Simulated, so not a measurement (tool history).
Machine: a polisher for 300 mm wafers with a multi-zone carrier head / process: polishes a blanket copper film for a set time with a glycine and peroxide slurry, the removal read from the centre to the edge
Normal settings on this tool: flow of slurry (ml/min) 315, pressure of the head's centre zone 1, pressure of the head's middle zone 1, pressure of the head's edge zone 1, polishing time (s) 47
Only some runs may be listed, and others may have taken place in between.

run     day  flow of slurry (ml/min)  pressure of the head's centre zone  pressure of the head's middle zone  pressure of the head's edge zone  polishing time (s)  incoming thickness of the incoming film, nm  film removed at the wafer's centre (Å)  film removed at mid-radius (Å)  film removed at the wafer's edge (Å)
  1       0                      315                                   1                                   1                              0.93                  47                                        966.6                                    2151                            2161                                  2188
  2   0.742                      315                                   1                                   1                              0.93                  47                                        964.7                                    2124                            2126                                  2181
  3    1.15                      315                                   1                                   1                                 1                  47                                        976.7                                    2129                            2116                                  2213
  4   1.692                      315                                   1                                   1                                 1                  47                                        961.6                                    2116                            2100                                  2188
  5   2.112                      315                                   1                                   1                                 1                  47                                        980.8                                    2110                            2092                                  2175
  6   2.454                      315                                   1                                   1                              1.05                  47                                          977                                    2090                            2072                                  2294
  7   2.933                      315                                   1                                   1                                 1                  47                                          988                                    2040                            2104                                  2164
      3.171  -- carrier head's membrane replaced by a new one
  8   3.438                      315                                   1                                   1                                 1                  47                                        981.2                                    2007                            1989                                  2102
      3.729  -- worn pad replaced by a new one
      3.988  -- edge zone pressure recalibrated
  9   4.008                      315                                   1                                   1                                 1                  47                                        962.9                                    2159                            2161                                  2289
 10   4.467                      265                                   1                                   1                                 1                  47                                        979.9                                    2070                            2080                                  2224
 11   5.167                      315                                   1                                   1                                 1                  56                                        976.9                                    2552                            2592                                  2714
      5.721  -- centre zone pressure recalibrated
 12   5.896                      425                                   1                                   1                              0.92                  33                                        970.2                                    1580                            1585                                  1575
 13   6.971                      425                                   1                                   1                              0.92                  33                                        956.5                                    1535                            1509                                  1510
 14    7.35                      315                                   1                                0.93                                 1                  47                                        962.5                                    2035                            1895                                  2217
 15   8.067                      315                                   1                                   1                                 1                  36                                        975.6                                    1530                            1506                                  1602
      8.654  -- worn pad replaced by a new one
 16   8.792                      315                                   1                                   1                                 1                  47                                        967.6                                    2178                            2125                                  2252
      8.971  -- slurry nozzle cleaned
 17   9.492                      315                                   1                                   1                                 1                  61                                        961.7                                    3090                            3110                                  3138
 18   9.942                      315                                   1                                   1                                 1                  47                                        967.3                                    2355                            2303                                  2422
 19  10.308                      315                                   1                                   1                                 1                  47                                        956.2                                    2331                            2296                                  2429
 20  10.688                      315                                 1.1                                0.89                                 1                  62                                        969.2                                    3398                            2763                                  3137
 21  11.279                      315                                1.09                                   1                              0.95                  38                                        980.9                                    2029                            1802                                  1835
 22  11.575                      315                                1.04                                1.11                                 1                  47                                        969.1                                    2369                            2439                                  2303
 23  12.179                      250                                   1                                   1                                 1                  47                                        965.5                                    2152                            2136                                  2233

What if the next run were any one of these 3? Each begins from the tool's condition after run 23:
  A  12.196                      315                                   1                                   1                                 1                  47                                        970.5                                       ?                               ?                                     ?
  B  12.196                      315                                0.91                                   1                                 1                  47                                        970.5                                       ?                               ?                                     ?
  C  12.196                      370                                   1                                1.07                                 1                  47                                        970.5                                       ?                               ?                                     ?

run  film removed at the wafer's centre (Å)  film removed at mid-radius (Å)  film removed at the wafer's edge (Å)
  A                                    2262                            2173                                  2343
  B                                    2057                            2174                                  2343
  C                                    2308                            2343                                  2373
Without the tool's unlogged condition, the same runs would have read:
run  film removed at the wafer's centre (Å)  film removed at mid-radius (Å)  film removed at the wafer's edge (Å)
  A                                    2428                            2328                                  2500
  B                                    2208                            2329                                  2500
  C                                    2469                            2503                                  2527

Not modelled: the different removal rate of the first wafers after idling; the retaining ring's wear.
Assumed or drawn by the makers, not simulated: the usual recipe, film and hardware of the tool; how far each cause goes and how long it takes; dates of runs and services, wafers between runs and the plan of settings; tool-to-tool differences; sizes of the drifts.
